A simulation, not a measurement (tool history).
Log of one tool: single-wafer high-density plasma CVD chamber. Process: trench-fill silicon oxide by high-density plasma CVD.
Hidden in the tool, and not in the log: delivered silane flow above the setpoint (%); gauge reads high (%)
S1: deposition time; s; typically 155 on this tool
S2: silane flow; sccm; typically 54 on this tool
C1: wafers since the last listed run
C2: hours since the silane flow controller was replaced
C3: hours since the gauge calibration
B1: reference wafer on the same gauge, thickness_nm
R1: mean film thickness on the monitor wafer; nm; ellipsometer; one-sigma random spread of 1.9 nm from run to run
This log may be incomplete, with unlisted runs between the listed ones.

run	hour	S1	S2	C1	C2	C3	B1	R1
1	0	155	58	0	1917.5	237.7	657.949	920.577
2	6.8	155	58	59	1924.3	244.5	658.365	918.126
3	18.1	162	54	99	1935.6	255.8	657.93	900.923
4	29.4	155	54	99	1946.9	267.1	657.533	861.007
5	40.6	155	54	98	1958.1	278.3	657.604	865.219
6	53	155	54	108	1970.5	290.7	657.99	863.996
7	72.5	155	54	171	1990	310.2	657.915	860.87
8	89.9	155	54	152	2007.4	327.6	657.68	862.843
9	102.5	155	54	110	2020	340.2	657.546	863.009
10	120.2	155	54	155	2037.7	357.9	657.614	861.844
11	133.1	155	54	113	2050.6	370.8	657.829	861.351
12	143.7	155	54	93	2061.2	381.4	657.838	863.089
13	161.6	155	54	157	2079.1	399.3	658.407	864.55
14	178.5	155	54	148	2096	416.2	657.846	860.714
15	185.6	155	54	62	2103.1	423.3	657.919	862.7
16	195.8	173	48	89	2113.3	433.5	657.833	871.454
17	208.4	155	54	110	2125.9	446.1	658.285	861.781
# hour 217.5: silane flow controller replaced
18	228	155	54	101	10.5	465.7	658.146	813.127
# hour 237.9: gauge calibrated
19	244.6	155	54	145	27.1	6.7	657.983	815.036
20	258	139	58	117	40.5	20.1	658.244	780.556
21	267.3	155	54	81	49.8	29.4	658.079	815.824
22	275	166	65	67	57.5	37.1	658.159	1032.27
23	285.1	169	57	88	67.6	47.2	657.64	932.92
24	292.1	155	54	61	74.6	54.2	658.099	817.151
25	303.2	129	63	97	85.7	65.3	658.443	781.822
26	310.6	128	54	65	93.1	72.7	657.876	678.086
27	322.4	155	54	103	104.9	84.5	657.726	821.166
28	331.2	124	63	77	113.7	93.3	658.693	749.932
29	339.8	155	54	75	122.3	101.9	657.771	821.31
30	356.8	155	54	149	139.3	118.9	657.828	821.597
31	364.2	155	54	65	146.7	126.3	657.657	824.302
32	373.8	155	54	84	156.3	135.9	657.576	824.126
33	387.9	155	51	123	170.4	150	658.375	787.324
34	400.2	173	57	108	182.7	162.3	657.82	964.001
35	417.1	129	47	148	199.6	179.2	657.969	607.392
36	428	155	54	95	210.5	190.1	658.309	826.88
37	443.4	139	63	135	225.9	205.5	657.52	848.474
38	453.2	129	54	86	235.7	215.3	657.957	688.804

Alternative continuations, all from the tool just after run 38; predict every row:
A	453.6	155	54	3	236.1	215.7	?	?
B	453.6	183	57	3	236.1	215.7	?	?
C	453.6	155	64	3	236.1	215.7	?	?

run	B1	R1
A	657.755	830.589
B	657.755	1027.887
C	657.755	964.008
What these runs would have given with no unlogged condition in the tool:
run	R1
A	817.197
B	1011.314
C	948.464
